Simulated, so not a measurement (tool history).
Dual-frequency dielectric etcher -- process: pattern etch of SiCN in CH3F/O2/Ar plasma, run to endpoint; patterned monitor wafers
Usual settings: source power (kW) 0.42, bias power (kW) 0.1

run	hour	source power (kW)	bias power (kW)	wafers since the last listed run	hours since the last wet clean	hours since the last source power generator calibration	hours since the last bias power generator calibration	hours since the last upper electrode change	incoming incoming film thickness, nm	endpoint time (s)
1	0	0.42	0.1	0	226.7	3655.1	4156.3	4369.6	9.07	21.5
2	31.6	0.42	0.1	631	258.3	3686.7	4187.9	4401.2	9.19	21.7
3	60.2	0.42	0.1	571	286.9	3715.3	4216.5	4429.8	9.14	21.7
4	85.3	0.42	0.108	501	312	3740.4	4241.6	4454.9	9.26	21.5
5	105	0.42	0.114	393	331.7	3760.1	4261.3	4474.6	9.1	20.7
6	117.9	0.42	0.114	257	344.6	3773	4274.2	4487.5	9.03	20.4
# hour 152.8: wet clean of the chamber
# hour 161.6: upper electrode replaced
7	215.5	0.42	0.114	1294	62.7	3870.6	4371.8	53.9	9.12	20.4
8	233.8	0.42	0.1	365	81	3888.9	4390.1	72.2	9.18	21.1
9	251.8	0.42	0.1	359	99	3906.9	4408.1	90.2	9.23	21
10	267.5	0.42	0.1	313	114.7	3922.6	4423.8	105.9	9.08	20.8
# hour 278.3: bias power generator calibrated
# hour 291.6: wet clean of the chamber, repeated, since the last time left the tool worse
11	296.1	0.42	0.1	226	4.5	3951.2	17.8	134.5	9.1	22
12	317	0.42	0.1	417	25.4	3972.1	38.7	155.4	9.01	21.8
13	337.8	0.42	0.1	415	46.2	3992.9	59.5	176.2	9.09	22.3
14	353	0.42	0.1	303	61.4	4008.1	74.7	191.4	9.05	22.3
15	372.4	0.51	0.122	387	80.8	4027.5	94.1	210.8	9.26	19.6
16	405.1	0.42	0.1	653	113.5	4060.2	126.8	243.5	9.1	21.7
17	420.5	0.46	0.092	307	128.9	4075.6	142.2	258.9	9.03	21.6
18	439.3	0.37	0.124	375	147.7	4094.4	161	277.7	9.1	21.9
19	454.1	0.42	0.082	295	162.5	4109.2	175.8	292.5	9.09	23.3
20	470	0.42	0.1	317	178.4	4125.1	191.7	308.4	9.05	21.7
21	503.2	0.39	0.109	663	211.6	4158.3	224.9	341.6	9.18	22
# hour 521.7: source power generator calibrated
22	528.1	0.38	0.1	417	236.5	6.4	249.8	366.5	9.16	23
23	548.6	0.42	0.093	409	257	26.9	270.3	387	9.13	22.4
24	564.7	0.42	0.1	321	273.1	43	286.4	403.1	9.11	21.8
25	578.8	0.46	0.119	281	287.2	57.1	300.5	417.2	9.09	19.7
26	596.7	0.42	0.1	357	305.1	75	318.4	435.1	9.14	21.8
# hour 635.5: wet clean of the chamber
27	636	0.42	0.117	305	0.5	114.3	357.7	474.4	9.13	21.1
28	648.5	0.42	0.1	249	13	126.8	370.2	486.9	9.13	22.3
29	664.7	0.42	0.1	323	29.2	143	386.4	503.1	9.12	22.4
30	699.6	0.42	0.107	697	64.1	177.9	421.3	538	9.06	21.9
31	725.8	0.42	0.122	523	90.3	204.1	447.5	564.2	9.12	20.7
32	738.4	0.42	0.082	251	102.9	216.7	460.1	576.8	9.12	23.4
33	758.8	0.34	0.119	407	123.3	237.1	480.5	597.2	9.16	23
34	776.8	0.45	0.079	359	141.3	255.1	498.5	615.2	9.08	22.9
35	810.1	0.34	0.122	665	174.6	288.4	531.8	648.5	9.08	22.2

Hidden state or all else? Some run-to-run changes of endpoint time (s), split into what the settings, what came in and random variation would give without the hidden state, and what is left for the hidden state (with any gauge scatter that isn't in both results):
What the log doesn't record here: etch rate over this chamber's usual, %; source power that arrives over what is set, %; bias power that arrives over what is set, %.
Run 6 -> 7: wet clean of the chamber, upper electrode replaced. endpoint time (s) +0: hidden state -0.6, all else +0.6.
Run 10 -> 11: bias power generator calibrated, wet clean of the chamber, repeated, since the last time left the tool worse. endpoint time (s) +1.2: hidden state +1.3, all else -0.1.
Run 14 -> 15: source power (kW) 0.42 -> 0.51, bias power (kW) 0.1 -> 0.122. endpoint time (s) -2.7: hidden state +0, all else -2.7.
Run 24 -> 25: source power (kW) 0.42 -> 0.46, bias power (kW) 0.1 -> 0.119. endpoint time (s) -2.1: hidden state +0.1, all else -2.2.
Run 26 -> 27: bias power (kW) 0.1 -> 0.117, wet clean of the chamber. endpoint time (s) -0.7: hidden state +0.7, all else -1.4.
Run 31 -> 32: bias power (kW) 0.122 -> 0.082. endpoint time (s) +2.7: hidden state -0.1, all else +2.8.
